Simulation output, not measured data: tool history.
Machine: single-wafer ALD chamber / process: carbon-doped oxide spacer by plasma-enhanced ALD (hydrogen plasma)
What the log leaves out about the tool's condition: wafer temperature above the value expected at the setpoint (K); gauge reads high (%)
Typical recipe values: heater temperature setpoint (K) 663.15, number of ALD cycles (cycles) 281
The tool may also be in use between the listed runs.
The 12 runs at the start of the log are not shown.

run    hour  heater temperature setpoint (K)  number of ALD cycles (cycles)  wafers since the last listed run  hours since the last thermocouple change  hours since the gauge calibration  read-back reference wafer on the same gauge, thickness_nm  mean film thickness on the monitor wafer (angstrom)
 13   388.7                           663.15                            246                                44                                    1559.6                              287.8                                                     14.946                                               117.00
 14   401.6                           667.15                            281                                18                                    1572.5                              300.7                                                     14.947                                               133.39
 15   428.4                           663.15                            281                                38                                    1599.3                              327.5                                                     14.944                                               133.98
 16   444.3                           663.15                            281                                22                                    1615.2                              343.4                                                     14.929                                               133.78
 17   495.5                           663.15                            298                                72                                    1666.4                              394.6                                                     14.927                                               141.43
 18   510.3                           653.15                            281                                21                                    1681.2                              409.4                                                     14.918                                               133.54
 19   579.2                           655.15                            236                                97                                    1750.1                              478.3                                                     14.900                                               111.80
 20   615.1                           663.15                            233                                51                                    1786.0                              514.2                                                     14.893                                               110.61
 21   631.3                           663.15                            301                                23                                    1802.2                              530.4                                                     14.897                                               143.28
 22   651.9                           676.15                            260                                29                                    1822.8                              551.0                                                     14.889                                               121.61
      672.1  -- thermocouple changed; heater temperature recalibrated
 23   745.9                           649.15                            331                               122                                      73.8                              645.0                                                     14.855                                               156.29
      769.5  -- gauge calibrated
 24   776.6                           663.15                            265                                43                                     104.5                                7.1                                                     15.263                                               128.49
 25   789.4                           670.15                            236                                18                                     117.3                               19.9                                                     15.249                                               114.53
 26   809.9                           663.15                            281                                29                                     137.8                               40.4                                                     15.211                                               135.98
 27   835.9                           663.15                            281                                36                                     163.8                               66.4                                                     15.183                                               136.21
 28   859.4                           658.15                            281                                33                                     187.3                               89.9                                                     15.158                                               135.32
 29   892.5                           653.15                            255                                47                                     220.4                              123.0                                                     15.104                                               122.80
 30   910.1                           648.15                            313                                25                                     238.0                              140.6                                                     15.069                                               150.82
 31   932.7                           663.15                            281                                32                                     260.6                              163.2                                                     15.057                                               134.60
 32   958.0                           651.15                            256                                35                                     285.9                              188.5                                                     15.073                                               122.31
 33  1010.4                           649.15                            251                                74                                     338.3                              240.9                                                     15.006                                               120.15
 34  1040.5                           655.15                            262                                42                                     368.4                              271.0                                                     15.001                                               125.11

Branching from run 34: 5 alternative next runs. What would each branch give?
  A  1041.3                           648.15                            281                                 1                                     369.2                              271.8                                                          ?                                                    ?
  B  1041.3                           672.15                            281                                 1                                     369.2                              271.8                                                          ?                                                    ?
  C  1041.3                           652.15                            255                                 1                                     369.2                              271.8                                                          ?                                                    ?
  D  1041.3                           672.15                            310                                 1                                     369.2                              271.8                                                          ?                                                    ?
  E  1041.3                           650.15                            263                                 1                                     369.2                              271.8                                                          ?                                                    ?

run  read-back reference wafer on the same gauge, thickness_nm  mean film thickness on the monitor wafer (angstrom)
  A                                                     14.995                                               134.84
  B                                                     14.995                                               134.73
  C                                                     14.995                                               122.36
  D                                                     14.995                                               148.63
  E                                                     14.995                                               126.20
Without the tool's hidden state the same runs would have given:
run  mean film thickness on the monitor wafer (angstrom)
  A                                               137.56
  B                                               137.46
  C                                               124.83
  D                                               151.64
  E                                               128.75
